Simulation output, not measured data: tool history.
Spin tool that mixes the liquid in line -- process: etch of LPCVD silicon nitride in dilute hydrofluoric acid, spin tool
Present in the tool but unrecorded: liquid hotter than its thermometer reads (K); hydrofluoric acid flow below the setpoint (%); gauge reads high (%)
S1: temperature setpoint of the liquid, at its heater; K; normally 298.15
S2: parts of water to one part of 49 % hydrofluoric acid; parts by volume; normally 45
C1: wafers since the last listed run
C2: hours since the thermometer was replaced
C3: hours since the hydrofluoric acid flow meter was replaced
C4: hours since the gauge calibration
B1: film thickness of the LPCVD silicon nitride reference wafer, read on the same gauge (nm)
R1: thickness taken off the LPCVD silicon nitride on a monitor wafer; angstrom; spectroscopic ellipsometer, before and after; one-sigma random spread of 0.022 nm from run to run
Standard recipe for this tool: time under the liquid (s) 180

{"run": 1, "hour": 0.0, "S1": 298.15, "S2": 60, "time under the liquid (s)": 260, "C1": 0, "C2": 2807.6, "C3": 1201.5, "C4": 406.8, "B1": 40.002, "R1": 28.36}
{"run": 2, "hour": 8.3, "S1": 298.15, "S2": 45, "time under the liquid (s)": 180, "C1": 51, "C2": 2815.9, "C3": 1209.8, "C4": 415.1, "B1": 40.006, "R1": 26.0}
{"run": 3, "hour": 16.3, "S1": 298.15, "S2": 45, "time under the liquid (s)": 180, "C1": 49, "C2": 2823.9, "C3": 1217.8, "C4": 423.1, "B1": 39.985, "R1": 26.66}
{"run": 4, "hour": 26.4, "S1": 298.15, "S2": 45, "time under the liquid (s)": 180, "C1": 62, "C2": 2834.0, "C3": 1227.9, "C4": 433.2, "B1": 40.055, "R1": 25.85}
{"run": 5, "hour": 39.3, "S1": 298.15, "S2": 45, "time under the liquid (s)": 180, "C1": 80, "C2": 2846.9, "C3": 1240.8, "C4": 446.1, "B1": 40.04, "R1": 26.49}
{"hour": 46.4, "done": "thermometer replaced"}
{"run": 6, "hour": 51.6, "S1": 298.15, "S2": 35, "time under the liquid (s)": 180, "C1": 70, "C2": 5.2, "C3": 1253.1, "C4": 458.4, "B1": 39.963, "R1": 28.3}
{"run": 7, "hour": 60.9, "S1": 298.15, "S2": 35, "time under the liquid (s)": 180, "C1": 58, "C2": 14.5, "C3": 1262.4, "C4": 467.7, "B1": 39.952, "R1": 28.45}
{"run": 8, "hour": 68.4, "S1": 298.15, "S2": 35, "time under the liquid (s)": 180, "C1": 46, "C2": 22.0, "C3": 1269.9, "C4": 475.2, "B1": 40.002, "R1": 28.2}
{"run": 9, "hour": 80.9, "S1": 302.65, "S2": 35, "time under the liquid (s)": 70, "C1": 77, "C2": 34.5, "C3": 1282.4, "C4": 487.7, "B1": 39.945, "R1": 14.52}
{"run": 10, "hour": 97.0, "S1": 298.15, "S2": 30, "time under the liquid (s)": 180, "C1": 100, "C2": 50.6, "C3": 1298.5, "C4": 503.8, "B1": 39.965, "R1": 32.91}
{"run": 11, "hour": 105.4, "S1": 294.15, "S2": 35, "time under the liquid (s)": 210, "C1": 52, "C2": 59.0, "C3": 1306.9, "C4": 512.2, "B1": 39.993, "R1": 25.25}
{"run": 12, "hour": 115.8, "S1": 300.15, "S2": 60, "time under the liquid (s)": 275, "C1": 64, "C2": 69.4, "C3": 1317.3, "C4": 522.6, "B1": 39.992, "R1": 28.68}
{"run": 13, "hour": 125.6, "S1": 298.15, "S2": 45, "time under the liquid (s)": 180, "C1": 61, "C2": 79.2, "C3": 1327.1, "C4": 532.4, "B1": 39.959, "R1": 21.82}
{"run": 14, "hour": 139.0, "S1": 298.15, "S2": 45, "time under the liquid (s)": 180, "C1": 83, "C2": 92.6, "C3": 1340.5, "C4": 545.8, "B1": 40.001, "R1": 21.92}
{"run": 15, "hour": 146.9, "S1": 298.15, "S2": 45, "time under the liquid (s)": 260, "C1": 49, "C2": 100.5, "C3": 1348.4, "C4": 553.7, "B1": 39.989, "R1": 32.05}
{"run": 16, "hour": 152.9, "S1": 301.65, "S2": 30, "time under the liquid (s)": 225, "C1": 37, "C2": 106.5, "C3": 1354.4, "C4": 559.7, "B1": 40.014, "R1": 50.72}
{"run": 17, "hour": 162.1, "S1": 298.15, "S2": 45, "time under the liquid (s)": 180, "C1": 57, "C2": 115.7, "C3": 1363.6, "C4": 568.9, "B1": 40.03, "R1": 21.89}
{"run": 18, "hour": 172.7, "S1": 298.15, "S2": 45, "time under the liquid (s)": 180, "C1": 66, "C2": 126.3, "C3": 1374.2, "C4": 579.5, "B1": 40.01, "R1": 21.97}
{"hour": 177.9, "done": "hydrofluoric acid flow meter replaced"}
{"run": 19, "hour": 190.4, "S1": 296.15, "S2": 45, "time under the liquid (s)": 180, "C1": 104, "C2": 144.0, "C3": 12.5, "C4": 597.2, "B1": 40.039, "R1": 22.01}
{"hour": 197.1, "done": "gauge calibrated"}
{"run": 20, "hour": 207.7, "S1": 298.15, "S2": 45, "time under the liquid (s)": 140, "C1": 107, "C2": 161.3, "C3": 29.8, "C4": 10.6, "B1": 39.993, "R1": 19.77}
{"run": 21, "hour": 225.7, "S1": 298.15, "S2": 25, "time under the liquid (s)": 180, "C1": 112, "C2": 179.3, "C3": 47.8, "C4": 28.6, "B1": 39.979, "R1": 44.64}
{"run": 22, "hour": 239.0, "S1": 298.15, "S2": 45, "time under the liquid (s)": 255, "C1": 82, "C2": 192.6, "C3": 61.1, "C4": 41.9, "B1": 40.025, "R1": 35.99}
{"run": 23, "hour": 251.7, "S1": 298.15, "S2": 50, "time under the liquid (s)": 180, "C1": 79, "C2": 205.3, "C3": 73.8, "C4": 54.6, "B1": 40.003, "R1": 22.55}
{"run": 24, "hour": 264.4, "S1": 300.15, "S2": 60, "time under the liquid (s)": 275, "C1": 79, "C2": 218.0, "C3": 86.5, "C4": 67.3, "B1": 40.026, "R1": 32.76}
{"run": 25, "hour": 279.2, "S1": 298.15, "S2": 35, "time under the liquid (s)": 180, "C1": 92, "C2": 232.8, "C3": 101.3, "C4": 82.1, "B1": 39.977, "R1": 32.01}
{"run": 26, "hour": 295.1, "S1": 298.15, "S2": 45, "time under the liquid (s)": 180, "C1": 99, "C2": 248.7, "C3": 117.2, "C4": 98.0, "B1": 39.963, "R1": 25.49}
{"run": 27, "hour": 301.5, "S1": 295.15, "S2": 55, "time under the liquid (s)": 120, "C1": 39, "C2": 255.1, "C3": 123.6, "C4": 104.4, "B1": 40.03, "R1": 11.19}
{"run": 28, "hour": 312.2, "S1": 300.15, "S2": 60, "time under the liquid (s)": 130, "C1": 66, "C2": 265.8, "C3": 134.3, "C4": 115.1, "B1": 40.009, "R1": 15.63}
{"run": 29, "hour": 322.1, "S1": 298.15, "S2": 45, "time under the liquid (s)": 180, "C1": 61, "C2": 275.7, "C3": 144.2, "C4": 125.0, "B1": 39.982, "R1": 25.04}
{"run": 30, "hour": 328.2, "S1": 296.65, "S2": 55, "time under the liquid (s)": 245, "C1": 38, "C2": 281.8, "C3": 150.3, "C4": 131.1, "B1": 40.008, "R1": 25.26}
{"run": 31, "hour": 335.7, "S1": 298.15, "S2": 45, "time under the liquid (s)": 180, "C1": 46, "C2": 289.3, "C3": 157.8, "C4": 138.6, "B1": 39.979, "R1": 24.83}
{"run": 32, "hour": 346.5, "S1": 301.15, "S2": 45, "time under the liquid (s)": 180, "C1": 67, "C2": 300.1, "C3": 168.6, "C4": 149.4, "B1": 39.977, "R1": 30.48}
{"run": 33, "hour": 379.6, "S1": 298.15, "S2": 45, "time under the liquid (s)": 180, "C1": 206, "C2": 333.2, "C3": 201.7, "C4": 182.5, "B1": 39.985, "R1": 25.43}

List, for all runs, the conditions of the tool that the log does not record:
gauge reads high (%): 0 at every run
H1: liquid hotter than its thermometer reads (K)
H2: hydrofluoric acid flow below the setpoint (%)
run=1 H1=2.84 H2=11.6
run=2 H1=2.85 H2=11.7
run=3 H1=2.86 H2=11.8
run=4 H1=2.87 H2=11.9
run=5 H1=2.88 H2=12
run=6 H1=0.487 H2=12.1
run=7 H1=0.495 H2=12.2
run=8 H1=0.502 H2=12.3
run=9 H1=0.513 H2=12.4
run=10 H1=0.528 H2=12.5
run=11 H1=0.535 H2=12.6
run=12 H1=0.545 H2=12.7
run=13 H1=0.554 H2=12.8
run=14 H1=0.566 H2=12.9
run=15 H1=0.573 H2=13
run=16 H1=0.578 H2=13
run=17 H1=0.586 H2=13.1
run=18 H1=0.596 H2=13.2
run=19 H1=0.612 H2=0.195
run=20 H1=0.628 H2=0.35
run=21 H1=0.644 H2=0.511
run=22 H1=0.656 H2=0.63
run=23 H1=0.667 H2=0.744
run=24 H1=0.679 H2=0.857
run=25 H1=0.692 H2=0.99
run=26 H1=0.706 H2=1.13
run=27 H1=0.712 H2=1.19
run=28 H1=0.722 H2=1.29
run=29 H1=0.731 H2=1.37
run=30 H1=0.736 H2=1.43
run=31 H1=0.743 H2=1.5
run=32 H1=0.752 H2=1.59
run=33 H1=0.782 H2=1.89

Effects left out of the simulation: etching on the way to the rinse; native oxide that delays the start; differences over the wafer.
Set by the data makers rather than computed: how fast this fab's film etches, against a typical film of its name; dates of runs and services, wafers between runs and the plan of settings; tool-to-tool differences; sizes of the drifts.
